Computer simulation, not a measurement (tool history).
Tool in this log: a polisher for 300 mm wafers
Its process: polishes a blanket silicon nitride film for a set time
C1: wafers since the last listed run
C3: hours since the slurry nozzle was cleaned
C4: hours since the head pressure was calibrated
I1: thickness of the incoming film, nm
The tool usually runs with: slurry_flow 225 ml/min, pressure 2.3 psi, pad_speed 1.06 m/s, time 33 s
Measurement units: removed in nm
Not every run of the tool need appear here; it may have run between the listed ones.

run 1 day=0 | slurry_flow=280 pressure=2.3 pad_speed=1.06 time=33 | C1=0 wafers_polished_on_this_pad=202 C3=150.3 C4=206.6 | I1=618.9 | removed=35.6
run 2 day=4.042 | slurry_flow=280 pressure=2.3 pad_speed=1.06 time=33 | C1=1325 wafers_polished_on_this_pad=1527 C3=247.3 C4=303.6 | I1=617.8 | removed=34.9
run 3 day=8.367 | slurry_flow=280 pressure=2.3 pad_speed=1.06 time=33 | C1=1418 wafers_polished_on_this_pad=2946 C3=351.1 C4=407.4 | I1=621 | removed=34.9
run 4 day=11.733 | slurry_flow=225 pressure=2.3 pad_speed=1.06 time=33 | C1=1104 wafers_polished_on_this_pad=4050 C3=431.9 C4=488.2 | I1=608.7 | removed=33.8
run 5 day=15.925 | slurry_flow=225 pressure=2.3 pad_speed=1.06 time=33 | C1=1374 wafers_polished_on_this_pad=5424 C3=532.5 C4=588.8 | I1=615.7 | removed=33.7
run 6 day=18.608 | slurry_flow=225 pressure=2.3 pad_speed=1.06 time=33 | C1=879 wafers_polished_on_this_pad=6304 C3=596.9 C4=653.2 | I1=619.6 | removed=33.1
run 7 day=21.617 | slurry_flow=225 pressure=2.3 pad_speed=1.06 time=33 | C1=986 wafers_polished_on_this_pad=7291 C3=669.1 C4=725.4 | I1=611.2 | removed=32.9
run 8 day=23.321 | slurry_flow=225 pressure=2.3 pad_speed=1.06 time=33 | C1=558 wafers_polished_on_this_pad=7850 C3=710 C4=766.3 | I1=611.1 | removed=32.4
run 9 day=25.838 | slurry_flow=225 pressure=2.3 pad_speed=1.06 time=33 | C1=825 wafers_polished_on_this_pad=8675 C3=770.4 C4=826.7 | I1=603.6 | removed=32.2
-- day=27.012 slurry nozzle cleaned
run 10 day=29.038 | slurry_flow=225 pressure=2.3 pad_speed=0.94 time=33 | C1=1035 wafers_polished_on_this_pad=9711 C3=48.6 C4=903.5 | I1=609.8 | removed=31.7
-- day=30.608 worn pad replaced by a new one
run 11 day=30.9 | slurry_flow=225 pressure=2.3 pad_speed=0.94 time=33 | C1=556 wafers_polished_on_this_pad=96 C3=93.3 C4=948.2 | I1=615.2 | removed=31.5
run 12 day=32.888 | slurry_flow=225 pressure=2.3 pad_speed=1.06 time=33 | C1=651 wafers_polished_on_this_pad=748 C3=141 C4=995.9 | I1=609.2 | removed=34.9
run 13 day=35.188 | slurry_flow=225 pressure=2.3 pad_speed=1.06 time=33 | C1=754 wafers_polished_on_this_pad=1502 C3=196.2 C4=1051.1 | I1=609.6 | removed=34.7
run 14 day=37.492 | slurry_flow=265 pressure=2 pad_speed=1.28 time=37 | C1=755 wafers_polished_on_this_pad=2257 C3=251.5 C4=1106.4 | I1=597.8 | removed=40.3
run 15 day=40.667 | slurry_flow=225 pressure=2.3 pad_speed=0.82 time=25 | C1=1041 wafers_polished_on_this_pad=3299 C3=327.7 C4=1182.6 | I1=617.1 | removed=21.6
-- day=42.558 head pressure recalibrated
run 16 day=42.938 | slurry_flow=155 pressure=3 pad_speed=0.88 time=33 | C1=717 wafers_polished_on_this_pad=4016 C3=382.2 C4=9.1 | I1=614.5 | removed=35.6
run 17 day=46.521 | slurry_flow=295 pressure=2 pad_speed=0.96 time=33 | C1=1175 wafers_polished_on_this_pad=5191 C3=468.2 C4=95.1 | I1=603.2 | removed=28.7
run 18 day=48.15 | slurry_flow=225 pressure=2.3 pad_speed=1.06 time=33 | C1=534 wafers_polished_on_this_pad=5725 C3=507.3 C4=134.2 | I1=596.1 | removed=34
run 19 day=51.038 | slurry_flow=225 pressure=2.9 pad_speed=1.32 time=33 | C1=946 wafers_polished_on_this_pad=6672 C3=576.6 C4=203.5 | I1=605.1 | removed=49.6
run 20 day=55.358 | slurry_flow=280 pressure=2.3 pad_speed=1.06 time=33 | C1=1416 wafers_polished_on_this_pad=8089 C3=680.3 C4=307.2 | I1=608.8 | removed=35.2
run 21 day=57.338 | slurry_flow=145 pressure=2.3 pad_speed=1.22 time=33 | C1=649 wafers_polished_on_this_pad=8738 C3=727.8 C4=354.7 | I1=603.6 | removed=33.6
run 22 day=60.046 | slurry_flow=180 pressure=1.8 pad_speed=0.82 time=44 | C1=888 wafers_polished_on_this_pad=9627 C3=792.8 C4=419.7 | I1=602.9 | removed=27.2
-- day=61.946 slurry nozzle cleaned
-- day=62.567 worn pad replaced by a new one
run 23 day=63.538 | slurry_flow=265 pressure=2 pad_speed=1.28 time=37 | C1=1076 wafers_polished_on_this_pad=318 C3=38.2 C4=503.5 | I1=617.1 | removed=39.6
run 24 day=67.542 | slurry_flow=280 pressure=2.7 pad_speed=1.34 time=33 | C1=1313 wafers_polished_on_this_pad=1631 C3=134.3 C4=599.6 | I1=624.3 | removed=48.5
run 25 day=72.004 | slurry_flow=225 pressure=1.7 pad_speed=1.06 time=33 | C1=1463 wafers_polished_on_this_pad=3094 C3=241.4 C4=706.7 | I1=612.1 | removed=25.7
run 26 day=75.388 | slurry_flow=275 pressure=2.6 pad_speed=1.22 time=33 | C1=1109 wafers_polished_on_this_pad=4204 C3=322.6 C4=787.9 | I1=609 | removed=43.8
run 27 day=78.562 | slurry_flow=225 pressure=2.7 pad_speed=1.06 time=33 | C1=1041 wafers_polished_on_this_pad=5245 C3=398.8 C4=864.1 | I1=598.8 | removed=38.9
run 28 day=80.392 | slurry_flow=225 pressure=2.3 pad_speed=1.06 time=33 | C1=599 wafers_polished_on_this_pad=5845 C3=442.7 C4=908 | I1=603 | removed=33.2
run 29 day=83.488 | slurry_flow=280 pressure=2.7 pad_speed=1.34 time=33 | C1=1015 wafers_polished_on_this_pad=6860 C3=517 C4=982.3 | I1=603.4 | removed=47.8
run 30 day=85.038 | slurry_flow=225 pressure=2.3 pad_speed=1.32 time=33 | C1=508 wafers_polished_on_this_pad=7369 C3=554.2 C4=1019.5 | I1=614.9 | removed=39.4
run 31 day=88.633 | slurry_flow=225 pressure=2.9 pad_speed=1.06 time=26 | C1=1179 wafers_polished_on_this_pad=8548 C3=640.5 C4=1105.8 | I1=602.2 | removed=31.3
-- day=88.775 head pressure recalibrated
-- day=88.933 worn pad replaced by a new one
run 32 day=94.533 | slurry_flow=185 pressure=2.3 pad_speed=1.06 time=33 | C1=1855 wafers_polished_on_this_pad=1836 C3=782.1 C4=138.2 | I1=600 | removed=29.4
run 33 day=97.4 | slurry_flow=225 pressure=2.3 pad_speed=1.06 time=33 | C1=940 wafers_polished_on_this_pad=2776 C3=850.9 C4=207 | I1=603 | removed=29.6
-- day=100.158 slurry nozzle cleaned
run 34 day=100.554 | slurry_flow=250 pressure=2.3 pad_speed=1.06 time=36 | C1=1020 wafers_polished_on_this_pad=3797 C3=9.5 C4=282.7 | I1=608.7 | removed=38.4
run 35 day=102.446 | slurry_flow=225 pressure=2.3 pad_speed=1.06 time=33 | C1=620 wafers_polished_on_this_pad=4417 C3=54.9 C4=328.1 | I1=608.3 | removed=34.2
run 36 day=106.612 | slurry_flow=205 pressure=1.6 pad_speed=0.94 time=33 | C1=1366 wafers_polished_on_this_pad=5783 C3=154.9 C4=428.1 | I1=610.4 | removed=22.3

What if the next run were any one of these 5? Each begins from the tool's condition after run 36:
run A day=106.629 | slurry_flow=225 pressure=2.3 pad_speed=1.06 time=33 | C1=5 wafers_polished_on_this_pad=5789 C3=155.3 C4=428.5 | I1=609.8 | removed=?
run B day=106.629 | slurry_flow=225 pressure=2.9 pad_speed=1.06 time=33 | C1=5 wafers_polished_on_this_pad=5789 C3=155.3 C4=428.5 | I1=609.8 | removed=?
run C day=106.629 | slurry_flow=155 pressure=2.3 pad_speed=1.34 time=33 | C1=5 wafers_polished_on_this_pad=5789 C3=155.3 C4=428.5 | I1=609.8 | removed=?
run D day=106.629 | slurry_flow=225 pressure=2.3 pad_speed=1.06 time=26 | C1=5 wafers_polished_on_this_pad=5789 C3=155.3 C4=428.5 | I1=609.8 | removed=?
run E day=106.629 | slurry_flow=295 pressure=2.3 pad_speed=1.06 time=33 | C1=5 wafers_polished_on_this_pad=5789 C3=155.3 C4=428.5 | I1=609.8 | removed=?

run=A removed=34.7
run=B removed=43.1
run=C removed=39.3
run=D removed=27.4
run=E removed=35.9
Had the tool no hidden state, the same runs would have come out as:
run=A removed=35
run=B removed=43.4
run=C removed=39.7
run=D removed=27.6
run=E removed=36.1
